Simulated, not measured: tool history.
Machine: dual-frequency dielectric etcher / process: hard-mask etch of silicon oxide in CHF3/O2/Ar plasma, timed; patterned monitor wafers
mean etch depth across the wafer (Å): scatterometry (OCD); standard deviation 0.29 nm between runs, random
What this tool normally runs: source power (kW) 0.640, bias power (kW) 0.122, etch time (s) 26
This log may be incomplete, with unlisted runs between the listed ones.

| run | hour | source power (kW) | bias power (kW) | etch time (s) | read-back reference wafer on the same gauge, depth_nm | mean etch depth across the wafer (Å) |
|---|---|---|---|---|---|---|
| 1 | 0.0 | 0.640 | 0.135 | 26 | 41.65 | 481.6 |
| 2 | 34.3 | 0.680 | 0.122 | 26 | 41.79 | 480.8 |
| 3 | 106.3 | 0.680 | 0.122 | 26 | 41.64 | 476.7 |
| 4 | 160.6 | 0.600 | 0.122 | 26 | 41.61 | 446.1 |
| 5 | 216.7 | 0.640 | 0.131 | 26 | 41.64 | 467.1 |
| 6 | 251.8 | 0.640 | 0.131 | 26 | 41.56 | 464.2 |
| 7 | 281.4 | 0.640 | 0.131 | 26 | 41.48 | 463.7 |
|  | 342.7 | upper electrode replaced, of another model than before |
| 8 | 343.2 | 0.640 | 0.100 | 26 | 41.55 | 441.3 |
|  | 352.1 | bias power generator calibrated |
| 9 | 401.0 | 0.530 | 0.135 | 31 | 41.60 | 453.3 |
| 10 | 431.8 | 0.640 | 0.149 | 31 | 41.64 | 550.0 |
| 11 | 498.6 | 0.640 | 0.132 | 28 | 41.64 | 492.2 |
|  | 511.7 | source power generator calibrated |
|  | 514.9 | gauge calibrated |
|  | 525.0 | wet clean of the chamber |
| 12 | 558.6 | 0.570 | 0.122 | 26 | 41.60 | 417.6 |
| 13 | 610.1 | 0.640 | 0.122 | 26 | 41.54 | 464.1 |
| 14 | 663.8 | 0.720 | 0.099 | 23 | 41.60 | 436.4 |
| 15 | 707.7 | 0.640 | 0.135 | 26 | 41.64 | 473.4 |
| 16 | 761.3 | 0.530 | 0.135 | 31 | 41.41 | 471.4 |
| 17 | 793.4 | 0.640 | 0.122 | 19 | 41.61 | 336.2 |

3 options for the next run, each taken on its own from the tool as it stands now. Forecast them:
| A | 793.8 | 0.520 | 0.122 | 26 | ? | ? |
| B | 793.8 | 0.590 | 0.122 | 34 | ? | ? |
| C | 793.8 | 0.720 | 0.138 | 26 | ? | ? |

| run | read-back reference wafer on the same gauge, depth_nm | mean etch depth across the wafer (Å) |
|---|---|---|
| A | 41.50 | 374.3 |
| B | 41.50 | 558.2 |
| C | 41.50 | 515.6 |
Had the tool no hidden state, the same runs would have come out as:
| run | mean etch depth across the wafer (Å) |
|---|---|
| A | 381.4 |
| B | 568.8 |
| C | 525.4 |

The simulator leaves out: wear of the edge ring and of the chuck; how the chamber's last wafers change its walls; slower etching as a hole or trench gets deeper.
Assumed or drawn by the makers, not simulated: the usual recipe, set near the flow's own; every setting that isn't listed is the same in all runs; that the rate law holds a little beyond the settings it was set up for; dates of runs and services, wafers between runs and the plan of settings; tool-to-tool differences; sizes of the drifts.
